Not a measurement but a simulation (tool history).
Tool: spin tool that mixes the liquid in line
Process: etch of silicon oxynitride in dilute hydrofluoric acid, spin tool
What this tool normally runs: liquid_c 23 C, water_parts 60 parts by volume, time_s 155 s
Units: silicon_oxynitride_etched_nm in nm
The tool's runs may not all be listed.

run   hour  liquid_c  water_parts  time_s  wafers since the last listed run  hours since the thermometer was replaced  hours since the hydrofluoric acid flow meter was replaced  hours since the gauge calibration  read-back film thickness of the silicon oxynitride reference wafer, read on the same gauge (nm)  silicon_oxynitride_etched_nm
  1      0        21           60     155                                 0                                    2098.9                                                      651.8                               69.6                                                                                           140.01                         12.03
  2   32.5        21           60     155                               280                                    2131.4                                                      684.3                              102.1                                                                                           139.99                         12.07
  3   67.6        21           60     155                               303                                    2166.5                                                      719.4                              137.2                                                                                           139.99                         12.02
  4   90.4        23           60     155                               196                                    2189.3                                                      742.2                                160                                                                                           140.01                         13.13
  5  109.5        23           60     155                               164                                    2208.4                                                      761.3                              179.1                                                                                           139.98                         13.23
     117.6  -- thermometer replaced
  6  131.6        23           60     155                               182                                        14                                                      783.4                              201.2                                                                                           139.97                         11.72
     132.5  -- gauge calibrated
  7  156.8        23           60     155                               217                                      39.2                                                      808.6                               24.3                                                                                           140.04                         11.67
     164.9  -- hydrofluoric acid flow meter replaced
  8    169        23           60     155                                96                                      51.4                                                        4.1                               36.5                                                                                           140.01                         12.18
  9  197.2        23           40     240                               243                                      79.6                                                       32.3                               64.7                                                                                           140.01                         28.73
 10  229.6      19.5           80      85                               279                                       112                                                       64.7                               97.1                                                                                           139.99                          4.19
 11  259.1        23           60     155                               254                                     141.5                                                       94.2                              126.6                                                                                           140.04                         12.21
 12  280.5      20.5           85      65                               184                                     162.9                                                      115.6                                148                                                                                           139.97                          3.15
 13  327.2        25           30     205                               403                                     209.6                                                      162.3                              194.7                                                                                           139.98                         36.56
     334.5  -- gauge calibrated
 14  353.1        23           75     155                               223                                     235.5                                                      188.2                               18.6                                                                                           139.95                          9.55

Predict each of these 4 candidate next runs independently; none follows another, all start after run 14:
  A  353.6        25           60     155                                 4                                       236                                                      188.7                               19.1                                                                                                ?                             ?
  B  353.6        23           60     180                                 4                                       236                                                      188.7                               19.1                                                                                                ?                             ?
  C  353.6      19.5           60     155                                 4                                       236                                                      188.7                               19.1                                                                                                ?                             ?
  D  353.6        23           40      95                                 4                                       236                                                      188.7                               19.1                                                                                                ?                             ?

run  read-back film thickness of the silicon oxynitride reference wafer, read on the same gauge (nm)  silicon_oxynitride_etched_nm
  A                                                                                              140                         13.57
  B                                                                                              140                         14.31
  C                                                                                              140                         10.37
  D                                                                                              140                         11.52
Without the tool's hidden state the same runs would have given:
run  silicon_oxynitride_etched_nm
  A                          13.5
  B                         14.23
  C                          10.3
  D                         11.44

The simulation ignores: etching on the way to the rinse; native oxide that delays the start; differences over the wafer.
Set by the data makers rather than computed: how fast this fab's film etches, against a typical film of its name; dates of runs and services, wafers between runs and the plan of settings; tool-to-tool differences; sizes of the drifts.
